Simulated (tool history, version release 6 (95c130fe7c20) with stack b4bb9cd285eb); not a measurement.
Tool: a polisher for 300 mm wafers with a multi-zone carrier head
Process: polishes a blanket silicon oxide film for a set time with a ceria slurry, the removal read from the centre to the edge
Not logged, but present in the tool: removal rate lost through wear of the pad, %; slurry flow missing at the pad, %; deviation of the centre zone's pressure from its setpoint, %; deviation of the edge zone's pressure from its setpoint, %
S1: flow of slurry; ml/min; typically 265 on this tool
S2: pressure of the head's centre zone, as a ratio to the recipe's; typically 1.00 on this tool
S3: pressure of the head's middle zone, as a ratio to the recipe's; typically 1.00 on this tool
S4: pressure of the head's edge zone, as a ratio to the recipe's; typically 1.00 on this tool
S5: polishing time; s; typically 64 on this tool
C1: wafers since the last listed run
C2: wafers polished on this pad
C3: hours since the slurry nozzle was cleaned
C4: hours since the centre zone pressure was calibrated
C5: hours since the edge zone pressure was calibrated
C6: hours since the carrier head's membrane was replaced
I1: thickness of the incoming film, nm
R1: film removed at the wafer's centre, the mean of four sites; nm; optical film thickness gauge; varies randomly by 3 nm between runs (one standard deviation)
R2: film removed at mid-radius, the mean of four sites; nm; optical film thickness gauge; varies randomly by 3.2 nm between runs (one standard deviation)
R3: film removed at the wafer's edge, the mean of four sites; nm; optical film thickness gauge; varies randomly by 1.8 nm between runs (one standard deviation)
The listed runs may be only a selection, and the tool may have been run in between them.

run 1 hour=0.0 | S1=265 S2=1.00 S3=1.04 S4=1.00 S5=64 | C1=0 C2=7 C3=649.3 C4=1158.6 C5=269.4 C6=1239.1 | I1=1176.9 | R1=243.6 R2=250.0 R3=253.0
run 2 hour=10.8 | S1=265 S2=1.00 S3=1.04 S4=1.00 S5=64 | C1=151 C2=158 C3=660.1 C4=1169.4 C5=280.2 C6=1249.9 | I1=1164.9 | R1=248.1 R2=250.6 R3=252.6
run 3 hour=22.5 | S1=265 S2=1.00 S3=1.00 S4=1.00 S5=64 | C1=163 C2=322 C3=671.8 C4=1181.1 C5=291.9 C6=1261.6 | I1=1178.3 | R1=245.4 R2=249.7 R3=252.4
run 4 hour=36.8 | S1=265 S2=1.00 S3=0.93 S4=1.00 S5=64 | C1=200 C2=522 C3=686.1 C4=1195.4 C5=306.2 C6=1275.9 | I1=1174.1 | R1=248.3 R2=237.9 R3=252.1
run 5 hour=45.6 | S1=265 S2=1.00 S3=0.93 S4=1.00 S5=64 | C1=123 C2=645 C3=694.9 C4=1204.2 C5=315.0 C6=1284.7 | I1=1175.4 | R1=244.0 R2=240.0 R3=254.9
run 6 hour=57.4 | S1=265 S2=1.00 S3=0.93 S4=1.00 S5=64 | C1=165 C2=810 C3=706.7 C4=1216.0 C5=326.8 C6=1296.5 | I1=1166.7 | R1=244.3 R2=237.4 R3=254.4
run 7 hour=69.9 | S1=265 S2=1.00 S3=1.00 S4=1.00 S5=64 | C1=175 C2=986 C3=719.2 C4=1228.5 C5=339.3 C6=1309.0 | I1=1182.9 | R1=249.6 R2=243.0 R3=252.2
-- hour=74.0 worn pad replaced by a new one
run 8 hour=80.9 | S1=265 S2=1.06 S3=1.00 S4=1.00 S5=64 | C1=98 C2=96 C3=730.2 C4=1239.5 C5=350.3 C6=1320.0 | I1=1175.6 | R1=268.3 R2=246.4 R3=253.7
run 9 hour=96.2 | S1=265 S2=1.06 S3=1.00 S4=1.00 S5=64 | C1=214 C2=310 C3=745.5 C4=1254.8 C5=365.6 C6=1335.3 | I1=1188.2 | R1=258.8 R2=242.2 R3=250.9
-- hour=118.8 edge zone pressure recalibrated
run 10 hour=122.3 | S1=265 S2=1.06 S3=1.00 S4=1.00 S5=64 | C1=337 C2=648 C3=771.6 C4=1280.9 C5=3.5 C6=1361.4 | I1=1177.4 | R1=264.9 R2=239.4 R3=254.7
run 11 hour=132.2 | S1=265 S2=1.00 S3=1.00 S4=1.05 S5=64 | C1=138 C2=787 C3=781.5 C4=1290.8 C5=13.4 C6=1371.3 | I1=1166.5 | R1=246.7 R2=244.9 R3=258.0
run 12 hour=149.2 | S1=265 S2=1.00 S3=1.04 S4=1.00 S5=64 | C1=238 C2=1025 C3=798.5 C4=1307.8 C5=30.4 C6=1388.3 | I1=1170.6 | R1=248.7 R2=248.5 R3=253.4
-- hour=158.8 centre zone pressure recalibrated
run 13 hour=161.9 | S1=265 S2=1.00 S3=1.00 S4=0.96 S5=64 | C1=149 C2=1175 C3=811.2 C4=3.1 C5=43.1 C6=1401.0 | I1=1175.9 | R1=242.8 R2=248.3 R3=248.0
-- hour=169.2 worn pad replaced by a new one
-- hour=176.9 carrier head's membrane replaced by a new one
run 14 hour=177.4 | S1=205 S2=1.00 S3=1.00 S4=1.00 S5=45 | C1=91 C2=45 C3=826.7 C4=18.6 C5=58.6 C6=0.5 | I1=1178.9 | R1=169.8 R2=168.3 R3=175.9
-- hour=183.3 slurry nozzle cleaned
run 15 hour=195.3 | S1=235 S2=1.09 S3=1.11 S4=1.00 S5=49 | C1=236 C2=281 C3=12.0 C4=36.5 C5=76.5 C6=18.4 | I1=1167.7 | R1=200.6 R2=195.4 R3=189.4
run 16 hour=203.4 | S1=295 S2=1.00 S3=1.00 S4=1.00 S5=64 | C1=113 C2=395 C3=20.1 C4=44.6 C5=84.6 C6=26.5 | I1=1167.2 | R1=248.9 R2=247.2 R3=252.9
run 17 hour=219.1 | S1=265 S2=1.00 S3=1.00 S4=1.00 S5=64 | C1=219 C2=615 C3=35.8 C4=60.3 C5=100.3 C6=42.2 | I1=1160.9 | R1=245.5 R2=244.0 R3=250.7
run 18 hour=230.8 | S1=265 S2=1.00 S3=1.00 S4=1.00 S5=64 | C1=163 C2=779 C3=47.5 C4=72.0 C5=112.0 C6=53.9 | I1=1182.4 | R1=252.4 R2=244.3 R3=249.2
-- hour=266.6 worn pad replaced by a new one
run 19 hour=267.1 | S1=265 S2=1.00 S3=1.00 S4=1.00 S5=64 | C1=452 C2=7 C3=83.8 C4=108.3 C5=148.3 C6=90.2 | I1=1169.8 | R1=244.7 R2=248.4 R3=252.4
run 20 hour=273.5 | S1=265 S2=1.00 S3=1.11 S4=1.07 S5=74 | C1=89 C2=97 C3=90.2 C4=114.7 C5=154.7 C6=96.6 | I1=1181.5 | R1=288.2 R2=295.1 R3=298.7
run 21 hour=284.5 | S1=265 S2=1.00 S3=1.04 S4=1.00 S5=64 | C1=154 C2=251 C3=101.2 C4=125.7 C5=165.7 C6=107.6 | I1=1177.5 | R1=251.9 R2=244.0 R3=252.0
run 22 hour=300.4 | S1=315 S2=0.94 S3=1.00 S4=1.00 S5=86 | C1=222 C2=473 C3=117.1 C4=141.6 C5=181.6 C6=123.5 | I1=1179.0 | R1=315.1 R2=334.8 R3=340.9
run 23 hour=310.3 | S1=350 S2=1.00 S3=1.00 S4=1.00 S5=55 | C1=138 C2=612 C3=127.0 C4=151.5 C5=191.5 C6=133.4 | I1=1195.5 | R1=219.8 R2=216.2 R3=220.3

Forecast each of these 3 alternatives for the next run:
run A hour=310.7 | S1=240 S2=1.00 S3=1.00 S4=1.00 S5=64 | C1=5 C2=618 C3=127.4 C4=151.9 C5=191.9 C6=133.8 | I1=1193.3 | R1=? R2=? R3=?
run B hour=310.7 | S1=265 S2=1.00 S3=1.10 S4=1.00 S5=82 | C1=5 C2=618 C3=127.4 C4=151.9 C5=191.9 C6=133.8 | I1=1193.3 | R1=? R2=? R3=?
run C hour=310.7 | S1=265 S2=0.96 S3=1.00 S4=1.00 S5=64 | C1=5 C2=618 C3=127.4 C4=151.9 C5=191.9 C6=133.8 | I1=1193.3 | R1=? R2=? R3=?

run=A R1=249.4 R2=242.0 R3=249.7
run=B R1=322.6 R2=328.1 R3=321.6
run=C R1=241.5 R2=244.1 R3=251.2
Stripped of hidden state, with their random variation kept, the same runs would have yielded:
run=A R1=249.4 R2=242.0 R3=249.7
run=B R1=322.6 R2=328.1 R3=321.6
run=C R1=241.5 R2=244.1 R3=251.2

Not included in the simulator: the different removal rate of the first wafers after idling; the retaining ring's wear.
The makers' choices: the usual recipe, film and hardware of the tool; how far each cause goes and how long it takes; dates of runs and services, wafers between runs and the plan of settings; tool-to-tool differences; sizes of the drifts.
